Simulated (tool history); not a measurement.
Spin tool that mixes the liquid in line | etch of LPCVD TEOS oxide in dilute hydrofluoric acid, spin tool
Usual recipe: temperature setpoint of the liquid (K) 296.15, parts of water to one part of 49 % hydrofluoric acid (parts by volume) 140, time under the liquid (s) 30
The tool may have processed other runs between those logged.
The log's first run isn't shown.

| run | hour | temperature setpoint of the liquid (K) | parts of water to one part of 49 % hydrofluoric acid (parts by volume) | time under the liquid (s) | wafers since the last listed run | hours since the thermometer was replaced | hours since the hydrofluoric acid flow meter was replaced | hours since the gauge calibration | read-back film thickness of the LPCVD TEOS oxide reference wafer, read on the same gauge (nm) | thickness taken off the LPCVD TEOS oxide on a monitor wafer (angstrom) |
|---|---|---|---|---|---|---|---|---|---|---|
| 2 | 7.3 | 296.15 | 180 | 30 | 80 | 849.8 | 2188.1 | 746.8 | 110.03 | 50.5 |
| 3 | 24.9 | 296.15 | 140 | 30 | 193 | 867.4 | 2205.7 | 764.4 | 110.01 | 68.7 |
|  | 32.6 | hydrofluoric acid flow meter replaced |
| 4 | 35.0 | 296.15 | 140 | 25 | 99 | 877.5 | 2.4 | 774.5 | 109.98 | 66.0 |
| 5 | 52.8 | 296.15 | 140 | 25 | 195 | 895.3 | 20.2 | 792.3 | 109.97 | 66.5 |
| 6 | 68.5 | 296.15 | 140 | 25 | 172 | 911.0 | 35.9 | 808.0 | 110.02 | 67.0 |
|  | 76.5 | thermometer replaced |
| 7 | 83.0 | 296.15 | 155 | 30 | 148 | 6.5 | 50.4 | 822.5 | 109.98 | 71.1 |
| 8 | 98.4 | 296.15 | 155 | 30 | 168 | 21.9 | 65.8 | 837.9 | 110.00 | 69.6 |
| 9 | 114.2 | 296.15 | 155 | 30 | 173 | 37.7 | 81.6 | 853.7 | 109.97 | 70.7 |
| 10 | 128.3 | 296.15 | 140 | 30 | 154 | 51.8 | 95.7 | 867.8 | 110.01 | 79.2 |
|  | 130.2 | gauge calibrated |
| 11 | 137.8 | 296.15 | 140 | 15 | 104 | 61.3 | 105.2 | 7.6 | 110.01 | 39.2 |
| 12 | 153.8 | 296.15 | 120 | 25 | 175 | 77.3 | 121.2 | 23.6 | 110.00 | 78.8 |
| 13 | 167.7 | 291.15 | 85 | 25 | 152 | 91.2 | 135.1 | 37.5 | 109.99 | 93.3 |
| 14 | 185.6 | 296.15 | 140 | 30 | 196 | 109.1 | 153.0 | 55.4 | 110.02 | 78.8 |
| 15 | 195.3 | 293.15 | 140 | 30 | 106 | 118.8 | 162.7 | 65.1 | 109.99 | 70.4 |
| 16 | 204.6 | 296.15 | 175 | 25 | 102 | 128.1 | 172.0 | 74.4 | 109.98 | 50.4 |
| 17 | 214.3 | 296.15 | 115 | 30 | 106 | 137.8 | 181.7 | 84.1 | 109.97 | 98.2 |
| 18 | 221.1 | 291.15 | 85 | 25 | 74 | 144.6 | 188.5 | 90.9 | 110.01 | 93.8 |
| 19 | 237.5 | 296.15 | 175 | 30 | 179 | 161.0 | 204.9 | 107.3 | 110.01 | 60.6 |
| 20 | 255.2 | 301.15 | 105 | 15 | 194 | 178.7 | 222.6 | 125.0 | 109.98 | 66.2 |
| 21 | 268.5 | 297.65 | 160 | 15 | 145 | 192.0 | 235.9 | 138.3 | 110.00 | 35.3 |
| 22 | 282.6 | 297.65 | 95 | 35 | 154 | 206.1 | 250.0 | 152.4 | 109.97 | 150.3 |
| 23 | 290.4 | 292.65 | 95 | 35 | 85 | 213.9 | 257.8 | 160.2 | 110.01 | 122.2 |
| 24 | 305.7 | 296.15 | 195 | 35 | 167 | 229.2 | 273.1 | 175.5 | 110.01 | 61.3 |

Estimate the outcome of run 25 from the log above:
| 25 | 312.7 | 296.15 | 140 | 30 | 76 | 236.2 | 280.1 | 182.5 | ? | ? |

{"run 25": {"read-back film thickness of the LPCVD TEOS oxide reference wafer, read on the same gauge (nm)": 110.01, "thickness taken off the LPCVD TEOS oxide on a monitor wafer (angstrom)": 78.4}}
With the hidden condition absent and the run-to-run variation left alone, this run would have shown thickness taken off the LPCVD TEOS oxide on a monitor wafer (angstrom) 80.0.
